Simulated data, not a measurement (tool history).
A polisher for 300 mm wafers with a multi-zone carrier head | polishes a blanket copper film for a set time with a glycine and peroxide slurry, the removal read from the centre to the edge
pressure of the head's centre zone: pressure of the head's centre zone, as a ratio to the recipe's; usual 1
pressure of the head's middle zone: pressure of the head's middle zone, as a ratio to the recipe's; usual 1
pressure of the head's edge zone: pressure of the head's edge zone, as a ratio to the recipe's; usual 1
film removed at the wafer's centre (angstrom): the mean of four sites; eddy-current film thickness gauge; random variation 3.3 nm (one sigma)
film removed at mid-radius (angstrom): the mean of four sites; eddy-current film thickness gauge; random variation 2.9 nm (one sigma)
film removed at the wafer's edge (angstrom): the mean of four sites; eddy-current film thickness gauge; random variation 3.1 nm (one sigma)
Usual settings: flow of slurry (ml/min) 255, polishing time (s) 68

run	day	flow of slurry (ml/min)	pressure of the head's centre zone	pressure of the head's middle zone	pressure of the head's edge zone	polishing time (s)	wafers since the last listed run	wafers polished on this pad	hours since the slurry nozzle was cleaned	hours since the centre zone pressure was calibrated	hours since the edge zone pressure was calibrated	hours since the carrier head's membrane was replaced	incoming thickness of the incoming film, nm	film removed at the wafer's centre (angstrom)	film removed at mid-radius (angstrom)	film removed at the wafer's edge (angstrom)
1	0	320	0.95	1	1	68	0	1614	195.1	588.6	941.7	566.4	1745.9	2816	2719	2801
2	1.65	255	1	1	1	68	348	1963	234.7	628.2	981.3	606	1735.8	2796	2560	2709
3	4.558	255	1	1	1	68	614	2577	304.5	698	1051.1	675.8	1736.3	2541	2431	2530
# day 5.129: slurry nozzle cleaned
# day 5.538: worn pad replaced by a new one
4	7.079	255	1	1	1	68	488	325	46.8	758.5	1111.6	736.3	1719.9	2943	2730	2861
5	8.196	305	1	1	1	68	236	561	73.6	785.3	1138.4	763.1	1741.5	3014	2790	2854
# day 8.742: centre zone pressure recalibrated
# day 9.338: carrier head's membrane replaced by a new one
6	10.025	305	1	1	1	68	324	886	117.5	30.8	1182.3	16.5	1741.6	2801	2802	2871
7	11.975	255	0.94	1	1	68	412	1298	164.3	77.6	1229.1	63.3	1729.5	2615	2679	2779
8	14.042	255	0.94	1	1	68	436	1735	213.9	127.2	1278.7	112.9	1736.7	2551	2606	2693
# day 15.538: slurry nozzle cleaned
9	15.721	255	0.94	1	1	68	346	2081	4.4	167.5	1319	153.2	1742.9	2701	2716	2759
# day 16.183: worn pad replaced by a new one
10	21.188	255	0.94	1.05	1	68	1120	1057	135.6	298.7	1450.2	284.4	1763.1	2731	2846	2757
# day 22.917: edge zone pressure recalibrated
11	23.808	255	0.94	0.95	1	68	536	1594	198.5	361.6	21.4	347.3	1742.9	2654	2506	2715
12	26.45	225	1	1	1	87	558	2152	261.9	425	84.8	410.7	1754.1	3292	3101	3299
# day 27.112: slurry nozzle cleaned
# day 27.188: worn pad replaced by a new one
13	28.038	255	1	1	0.89	68	311	180	22.2	463.1	122.9	448.8	1750.5	2890	2747	2640
14	29.138	255	1	1	1	68	232	412	48.6	489.5	149.3	475.2	1737.2	2967	2766	2821
15	30.212	300	1	1.1	1	68	227	639	74.4	515.3	175.1	501	1752.5	2949	3053	2834
16	32.554	255	1	1.03	1	79	494	1134	130.6	571.5	231.3	557.2	1731.2	3346	3226	3194
17	33.921	280	0.91	1.1	1	68	288	1423	163.4	604.3	264.1	590	1755.5	2826	2930	2755
18	35.296	255	1	1	1	68	290	1714	196.4	637.3	297.1	623	1721.8	2876	2621	2679
# day 37.546: worn pad replaced by a new one
19	37.567	255	1	1	1	68	444	4	250.9	691.8	351.6	677.5	1732.2	2785	2576	2660
20	39.608	165	0.93	1	1.09	68	431	436	299.9	740.8	400.6	726.5	1750	2196	2205	2527
# day 40.362: slurry nozzle cleaned
21	40.854	255	1	1	1	68	254	690	11.8	770.7	430.5	756.4	1713	2981	2761	2815
# day 42.588: centre zone pressure recalibrated
22	42.742	255	0.96	0.97	1	68	381	1071	57.1	3.7	475.8	801.7	1733.5	2593	2657	2814
23	44.512	315	1.06	0.9	1	68	374	1446	99.6	46.2	518.3	844.2	1730.1	2979	2539	2829

3 ways to go on from here, each from the tool as it stands after run 23. What would each give?
A	44.533	255	1	1	1	68	4	1450	100.1	46.7	518.8	844.7	1717.8	?	?	?
B	44.533	280	1	1	1	68	4	1450	100.1	46.7	518.8	844.7	1717.8	?	?	?
C	44.533	255	1.05	1.08	0.93	77	4	1450	100.1	46.7	518.8	844.7	1717.8	?	?	?

run	film removed at the wafer's centre (angstrom)	film removed at mid-radius (angstrom)	film removed at the wafer's edge (angstrom)
A	2750	2713	2737
B	2786	2746	2762
C	3218	3279	2991
Without the tool's hidden state the same runs would have given:
run	film removed at the wafer's centre (angstrom)	film removed at mid-radius (angstrom)	film removed at the wafer's edge (angstrom)
A	2758	2737	2756
B	2792	2768	2779
C	3228	3309	3012
